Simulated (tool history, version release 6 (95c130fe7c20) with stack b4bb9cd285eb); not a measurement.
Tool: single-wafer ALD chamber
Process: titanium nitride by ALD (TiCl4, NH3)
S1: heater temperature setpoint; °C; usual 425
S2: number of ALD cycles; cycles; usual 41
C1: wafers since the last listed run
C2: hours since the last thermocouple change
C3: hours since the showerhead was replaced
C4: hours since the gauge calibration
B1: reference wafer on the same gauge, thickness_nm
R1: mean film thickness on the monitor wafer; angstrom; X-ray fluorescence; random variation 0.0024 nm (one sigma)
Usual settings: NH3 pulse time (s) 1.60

run 1 day=0.000 | S1=425 S2=41 NH3_pulse_time_(s)=1.32 | C1=0 C2=2246.2 C3=7253.1 C4=197.3 | B1=1.145 | R1=9.64
run 2 day=0.525 | S1=425 S2=41 NH3_pulse_time_(s)=1.32 | C1=76 C2=2258.8 C3=7265.7 C4=209.9 | B1=1.146 | R1=9.67
run 3 day=1.267 | S1=425 S2=41 NH3_pulse_time_(s)=2.10 | C1=107 C2=2276.6 C3=7283.5 C4=227.7 | B1=1.147 | R1=9.83
run 4 day=1.733 | S1=425 S2=41 NH3_pulse_time_(s)=1.60 | C1=67 C2=2287.8 C3=7294.7 C4=238.9 | B1=1.148 | R1=9.75
run 5 day=2.371 | S1=425 S2=41 NH3_pulse_time_(s)=1.40 | C1=92 C2=2303.1 C3=7310.0 C4=254.2 | B1=1.150 | R1=9.71
run 6 day=2.638 | S1=425 S2=41 NH3_pulse_time_(s)=1.40 | C1=38 C2=2309.5 C3=7316.4 C4=260.6 | B1=1.151 | R1=9.71
run 7 day=2.954 | S1=425 S2=41 NH3_pulse_time_(s)=1.60 | C1=46 C2=2317.1 C3=7324.0 C4=268.2 | B1=1.150 | R1=9.79
run 8 day=3.662 | S1=425 S2=41 NH3_pulse_time_(s)=1.60 | C1=103 C2=2334.1 C3=7341.0 C4=285.2 | B1=1.152 | R1=9.75
run 9 day=3.950 | S1=425 S2=45 NH3_pulse_time_(s)=1.60 | C1=41 C2=2341.0 C3=7347.9 C4=292.1 | B1=1.152 | R1=10.77
run 10 day=4.450 | S1=425 S2=45 NH3_pulse_time_(s)=1.60 | C1=72 C2=2353.0 C3=7359.9 C4=304.1 | B1=1.153 | R1=10.79
run 11 day=5.067 | S1=425 S2=45 NH3_pulse_time_(s)=1.60 | C1=89 C2=2367.8 C3=7374.7 C4=318.9 | B1=1.156 | R1=10.83
run 12 day=5.738 | S1=419 S2=38 NH3_pulse_time_(s)=1.60 | C1=97 C2=2383.9 C3=7390.8 C4=335.0 | B1=1.157 | R1=9.10
run 13 day=6.075 | S1=425 S2=41 NH3_pulse_time_(s)=1.40 | C1=49 C2=2392.0 C3=7398.9 C4=343.1 | B1=1.157 | R1=9.79
run 14 day=6.529 | S1=431 S2=41 NH3_pulse_time_(s)=2.23 | C1=66 C2=2402.9 C3=7409.8 C4=354.0 | B1=1.157 | R1=9.89
-- day=6.600 gauge calibrated
-- day=7.279 showerhead replaced
-- day=7.300 thermocouple changed; heater temperature recalibrated
run 15 day=7.321 | S1=437 S2=41 NH3_pulse_time_(s)=1.60 | C1=63 C2=0.5 C3=1.0 C4=17.3 | B1=1.141 | R1=9.69
run 16 day=8.825 | S1=412 S2=38 NH3_pulse_time_(s)=1.13 | C1=218 C2=36.6 C3=37.1 C4=53.4 | B1=1.141 | R1=8.79
run 17 day=9.521 | S1=425 S2=46 NH3_pulse_time_(s)=1.60 | C1=101 C2=53.3 C3=53.8 C4=70.1 | B1=1.142 | R1=10.87
run 18 day=10.238 | S1=435 S2=38 NH3_pulse_time_(s)=1.60 | C1=104 C2=70.5 C3=71.0 C4=87.3 | B1=1.141 | R1=8.96
run 19 day=10.942 | S1=431 S2=48 NH3_pulse_time_(s)=1.80 | C1=102 C2=87.4 C3=87.9 C4=104.2 | B1=1.141 | R1=11.39
run 20 day=11.688 | S1=419 S2=49 NH3_pulse_time_(s)=1.83 | C1=108 C2=105.3 C3=105.8 C4=122.1 | B1=1.143 | R1=11.62
run 21 day=12.246 | S1=416 S2=38 NH3_pulse_time_(s)=2.19 | C1=81 C2=118.7 C3=119.2 C4=135.5 | B1=1.142 | R1=9.08
run 22 day=12.917 | S1=418 S2=34 NH3_pulse_time_(s)=2.20 | C1=97 C2=134.8 C3=135.3 C4=151.6 | B1=1.144 | R1=8.10
run 23 day=13.183 | S1=425 S2=41 NH3_pulse_time_(s)=1.00 | C1=38 C2=141.2 C3=141.7 C4=158.0 | B1=1.146 | R1=9.56
run 24 day=13.454 | S1=411 S2=49 NH3_pulse_time_(s)=2.11 | C1=39 C2=147.7 C3=148.2 C4=164.5 | B1=1.144 | R1=11.66
run 25 day=13.925 | S1=425 S2=41 NH3_pulse_time_(s)=1.60 | C1=68 C2=159.0 C3=159.5 C4=175.8 | B1=1.145 | R1=9.70

3 ways to go on from here, each from the tool as it stands after run 25. What would each give?
run A day=13.946 | S1=418 S2=41 NH3_pulse_time_(s)=1.60 | C1=3 C2=159.5 C3=160.0 C4=176.3 | B1=? | R1=?
run B day=13.946 | S1=425 S2=41 NH3_pulse_time_(s)=2.12 | C1=3 C2=159.5 C3=160.0 C4=176.3 | B1=? | R1=?
run C day=13.946 | S1=425 S2=46 NH3_pulse_time_(s)=1.02 | C1=3 C2=159.5 C3=160.0 C4=176.3 | B1=? | R1=?

run=A B1=1.146 R1=9.70
run=B B1=1.146 R1=9.81
run=C B1=1.146 R1=10.73
Without the tool's hidden state the same runs would have given:
run=A R1=9.66
run=B R1=9.77
run=C R1=10.69

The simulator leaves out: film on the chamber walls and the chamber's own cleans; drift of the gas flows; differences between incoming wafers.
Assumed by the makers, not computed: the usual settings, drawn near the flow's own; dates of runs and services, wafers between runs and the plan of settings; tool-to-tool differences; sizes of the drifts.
